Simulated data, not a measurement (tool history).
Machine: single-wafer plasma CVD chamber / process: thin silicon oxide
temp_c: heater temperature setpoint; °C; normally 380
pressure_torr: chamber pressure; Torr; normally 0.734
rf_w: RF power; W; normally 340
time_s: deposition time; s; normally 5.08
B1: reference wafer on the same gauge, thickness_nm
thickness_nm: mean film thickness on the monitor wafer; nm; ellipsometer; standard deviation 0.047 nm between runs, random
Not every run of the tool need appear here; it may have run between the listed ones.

run 1 hour=0 | temp_c=380 pressure_torr=0.734 rf_w=340 time_s=5.08 | B1=7.806 | thickness_nm=9.203
run 2 hour=57.3 | temp_c=380 pressure_torr=0.734 rf_w=340 time_s=4.58 | B1=7.816 | thickness_nm=8.403
run 3 hour=113.7 | temp_c=380 pressure_torr=0.734 rf_w=340 time_s=4.58 | B1=7.824 | thickness_nm=8.273
run 4 hour=153.4 | temp_c=380 pressure_torr=0.734 rf_w=375 time_s=5.08 | B1=7.838 | thickness_nm=9.583
run 5 hour=195.9 | temp_c=380 pressure_torr=0.734 rf_w=375 time_s=5.08 | B1=7.819 | thickness_nm=9.474
-- hour=223.1 capacitance manometer re-zeroed and calibrated
run 6 hour=256.3 | temp_c=380 pressure_torr=0.734 rf_w=375 time_s=5.08 | B1=7.798 | thickness_nm=9.488
run 7 hour=310 | temp_c=380 pressure_torr=0.734 rf_w=340 time_s=4.82 | B1=7.835 | thickness_nm=8.756
run 8 hour=364.8 | temp_c=380 pressure_torr=0.734 rf_w=340 time_s=4.82 | B1=7.82 | thickness_nm=8.797
run 9 hour=422.6 | temp_c=380 pressure_torr=0.734 rf_w=340 time_s=5.77 | B1=7.814 | thickness_nm=10.441
run 10 hour=455.1 | temp_c=380 pressure_torr=0.792 rf_w=340 time_s=5.08 | B1=7.812 | thickness_nm=9.889
run 11 hour=479.2 | temp_c=380 pressure_torr=0.792 rf_w=340 time_s=5.08 | B1=7.823 | thickness_nm=10.015
-- hour=508.1 thermocouple changed; heater temperature recalibrated
run 12 hour=526 | temp_c=380 pressure_torr=0.734 rf_w=340 time_s=4.36 | B1=7.808 | thickness_nm=7.93
run 13 hour=564 | temp_c=365 pressure_torr=0.806 rf_w=405 time_s=4.71 | B1=7.81 | thickness_nm=9.985
run 14 hour=615.8 | temp_c=380 pressure_torr=0.734 rf_w=340 time_s=5.08 | B1=7.82 | thickness_nm=9.279
run 15 hour=648.9 | temp_c=372 pressure_torr=0.734 rf_w=400 time_s=5.08 | B1=7.819 | thickness_nm=9.795
run 16 hour=677.4 | temp_c=380 pressure_torr=0.734 rf_w=340 time_s=5.08 | B1=7.823 | thickness_nm=9.229
run 17 hour=733.2 | temp_c=380 pressure_torr=0.734 rf_w=275 time_s=5.36 | B1=7.816 | thickness_nm=9.069
-- hour=772.9 gauge calibrated
run 18 hour=781.4 | temp_c=380 pressure_torr=0.734 rf_w=375 time_s=5.08 | B1=7.816 | thickness_nm=9.591
run 19 hour=825.3 | temp_c=376 pressure_torr=0.888 rf_w=340 time_s=5.42 | B1=7.804 | thickness_nm=11.757
run 20 hour=878.3 | temp_c=384 pressure_torr=0.821 rf_w=275 time_s=6.05 | B1=7.808 | thickness_nm=11.401
-- hour=901.6 RF generator calibrated
run 21 hour=903.9 | temp_c=367 pressure_torr=0.734 rf_w=340 time_s=5.86 | B1=7.824 | thickness_nm=10.766
-- hour=952.4 showerhead replaced
run 22 hour=964.7 | temp_c=366 pressure_torr=0.683 rf_w=340 time_s=5.65 | B1=7.799 | thickness_nm=9.704
run 23 hour=1008.8 | temp_c=380 pressure_torr=0.734 rf_w=340 time_s=5.08 | B1=7.822 | thickness_nm=9.202
run 24 hour=1049.6 | temp_c=380 pressure_torr=0.734 rf_w=340 time_s=5.08 | B1=7.805 | thickness_nm=9.261
run 25 hour=1077 | temp_c=380 pressure_torr=0.734 rf_w=315 time_s=5.08 | B1=7.806 | thickness_nm=9.038
run 26 hour=1113.7 | temp_c=373 pressure_torr=0.658 rf_w=340 time_s=5.08 | B1=7.812 | thickness_nm=8.33
run 27 hour=1178.1 | temp_c=380 pressure_torr=0.734 rf_w=370 time_s=5.08 | B1=7.817 | thickness_nm=9.421
run 28 hour=1243.6 | temp_c=380 pressure_torr=0.734 rf_w=340 time_s=5.08 | B1=7.83 | thickness_nm=9.219
run 29 hour=1289.6 | temp_c=374 pressure_torr=0.734 rf_w=375 time_s=5.83 | B1=7.805 | thickness_nm=11.066

Predict each of these 4 candidate next runs independently; none follows another, all start after run 29:
run A hour=1290 | temp_c=380 pressure_torr=0.734 rf_w=340 time_s=4.21 | B1=? | thickness_nm=?
run B hour=1290 | temp_c=370 pressure_torr=0.792 rf_w=320 time_s=4.64 | B1=? | thickness_nm=?
run C hour=1290 | temp_c=380 pressure_torr=0.812 rf_w=340 time_s=4.81 | B1=? | thickness_nm=?
run D hour=1290 | temp_c=376 pressure_torr=0.734 rf_w=340 time_s=5.08 | B1=? | thickness_nm=?

run=A B1=7.828 thickness_nm=7.574
run=B B1=7.828 thickness_nm=8.863
run=C B1=7.828 thickness_nm=9.523
run=D B1=7.828 thickness_nm=9.164
With the hidden condition removed and each run's random variation left untouched, the same runs would have given:
run=A thickness_nm=7.574
run=B thickness_nm=8.863
run=C thickness_nm=9.523
run=D thickness_nm=9.164
